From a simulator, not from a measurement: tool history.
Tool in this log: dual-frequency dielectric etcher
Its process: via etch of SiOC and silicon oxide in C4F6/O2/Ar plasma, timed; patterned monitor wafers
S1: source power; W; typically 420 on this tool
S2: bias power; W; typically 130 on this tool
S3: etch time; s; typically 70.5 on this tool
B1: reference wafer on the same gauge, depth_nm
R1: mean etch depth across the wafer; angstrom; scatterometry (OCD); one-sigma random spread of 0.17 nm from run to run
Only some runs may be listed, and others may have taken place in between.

run    hour   S1   S2    S3    B1   R1
  1     0.0  420  130  70.5  75.9  683
      103.8  -- wet clean of the chamber
  2   104.3  420  130  70.5  75.9  682
  3   170.1  420  130  79.0  75.9  768
  4   236.1  370  130  54.0  75.9  510
      261.3  -- upper electrode replaced
      268.5  -- gauge calibrated
  5   274.5  370  130  54.0  75.9  508
  6   369.8  370  130  54.0  75.9  510
  7   417.3  420  130  70.5  75.9  685
      438.3  -- bias power generator calibrated
  8   473.4  420  149  56.0  75.9  555
  9   535.3  420  149  56.0  75.9  553
 10   585.9  420  105  70.5  75.9  643
 11   650.4  420  105  70.5  75.9  638
      716.9  -- wet clean of the chamber
 12   717.4  420  115  76.0  75.9  703
      749.3  -- source power generator calibrated
 13   783.5  350  150  86.0  75.8  828
 14   844.4  460  152  53.5  76.0  547
 15  1092.7  420  130  70.5  75.9  682

What does the tool deliver on the next run?
 16  1138.6  500  141  70.5   ?   ?

B1: 75.9
R1: 726 angstrom
With the hidden condition absent and the run-to-run variation left alone, this run would have shown R1 728 angstrom.

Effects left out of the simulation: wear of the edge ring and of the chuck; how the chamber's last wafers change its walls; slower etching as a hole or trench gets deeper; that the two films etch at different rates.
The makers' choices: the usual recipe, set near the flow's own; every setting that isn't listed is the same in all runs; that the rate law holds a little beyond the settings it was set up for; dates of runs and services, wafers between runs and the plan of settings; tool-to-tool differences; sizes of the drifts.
